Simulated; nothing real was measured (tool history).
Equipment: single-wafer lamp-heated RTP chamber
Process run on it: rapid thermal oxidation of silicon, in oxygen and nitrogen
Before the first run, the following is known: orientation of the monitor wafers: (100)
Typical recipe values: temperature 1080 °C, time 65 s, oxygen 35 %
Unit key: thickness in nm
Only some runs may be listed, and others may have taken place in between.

| run | hour | temperature | time | oxygen | read-back reference wafer on the same gauge, thickness | thickness |
|---|---|---|---|---|---|---|
| 1 | 0 | 1061 | 65 | 23 | 8.107 | 5.601 |
|  | 89.5 | pyrometer window cleaned and pyrometer calibrated |
| 2 | 90 | 1080 | 65 | 35 | 8.106 | 7.183 |
| 3 | 163.5 | 1080 | 65 | 35 | 8.11 | 7.216 |
| 4 | 245.9 | 1080 | 65 | 35 | 8.107 | 7.192 |
| 5 | 301 | 1080 | 65 | 35 | 8.109 | 7.285 |
| 6 | 343.7 | 1066 | 65 | 35 | 8.11 | 6.595 |
| 7 | 419.5 | 1080 | 65 | 35 | 8.113 | 7.286 |
| 8 | 512.5 | 1080 | 65 | 35 | 8.108 | 7.365 |
| 9 | 619.7 | 1080 | 78 | 35 | 8.107 | 8.038 |
| 10 | 680.8 | 1080 | 65 | 35 | 8.114 | 7.487 |
|  | 754.9 | pyrometer window cleaned and pyrometer calibrated |
| 11 | 776.5 | 1080 | 65 | 35 | 8.117 | 7.158 |
| 12 | 848.5 | 1080 | 54 | 35 | 8.107 | 6.596 |
| 13 | 908 | 1080 | 54 | 35 | 8.112 | 6.565 |
|  | 967.4 | gauge calibrated |
| 14 | 994.2 | 1080 | 65 | 35 | 8.109 | 7.144 |
| 15 | 1065 | 1080 | 65 | 35 | 8.113 | 7.216 |
| 16 | 1146.4 | 1069 | 34 | 51 | 8.108 | 5.842 |
| 17 | 1224.6 | 1105 | 65 | 17 | 8.112 | 6.65 |
| 18 | 1265.2 | 1087 | 65 | 35 | 8.111 | 7.712 |
|  | 1334 | oxygen flow controller replaced |
| 19 | 1334.5 | 1080 | 89 | 35 | 8.107 | 8.538 |
|  | 1354.2 | pyrometer window cleaned and pyrometer calibrated |
| 20 | 1438.7 | 1101 | 33 | 35 | 8.107 | 6.115 |
| 21 | 1542.3 | 1080 | 65 | 35 | 8.11 | 7.221 |
| 22 | 1628.7 | 1080 | 65 | 35 | 8.108 | 7.168 |
| 23 | 1719.9 | 1054 | 95 | 47 | 8.108 | 8.06 |
| 24 | 1786.8 | 1080 | 75 | 35 | 8.11 | 7.787 |
| 25 | 1864.5 | 1080 | 51 | 35 | 8.109 | 6.659 |
| 26 | 1903.8 | 1068 | 43 | 17 | 8.107 | 4.513 |
|  | 1940.6 | pyrometer window cleaned and pyrometer calibrated |
| 27 | 1946.2 | 1080 | 92 | 52 | 8.11 | 9.623 |
| 28 | 1994.6 | 1080 | 65 | 35 | 8.107 | 7.117 |
| 29 | 2052.8 | 1080 | 65 | 35 | 8.111 | 7.15 |
| 30 | 2135.7 | 1080 | 78 | 35 | 8.113 | 7.752 |
| 31 | 2208.1 | 1055 | 88 | 17 | 8.106 | 5.459 |
| 32 | 2310.9 | 1105 | 65 | 35 | 8.11 | 8.502 |
| 33 | 2360.4 | 1089 | 78 | 17 | 8.112 | 6.546 |
| 34 | 2414.1 | 1080 | 65 | 35 | 8.116 | 7.319 |
| 35 | 2521 | 1051 | 56 | 57 | 8.113 | 6.851 |
| 36 | 2577.5 | 1080 | 65 | 43 | 8.11 | 8.109 |
|  | 2642.4 | pyrometer window cleaned and pyrometer calibrated |
| 37 | 2642.9 | 1080 | 78 | 35 | 8.111 | 7.726 |

4 options for the next run, each taken on its own from the tool as it stands now. Forecast them:
| A | 2643.3 | 1080 | 97 | 35 | ? | ? |
| B | 2643.3 | 1050 | 36 | 35 | ? | ? |
| C | 2643.3 | 1061 | 65 | 35 | ? | ? |
| D | 2643.3 | 1080 | 50 | 48 | ? | ? |

| run | read-back reference wafer on the same gauge, thickness | thickness |
|---|---|---|
| A | 8.104 | 8.573 |
| B | 8.104 | 4.574 |
| C | 8.104 | 6.333 |
| D | 8.104 | 7.146 |
Without the tool's unlogged condition, the same runs would have read:
| run | thickness |
|---|---|
| A | 8.528 |
| B | 4.551 |
| C | 6.299 |
| D | 7.109 |
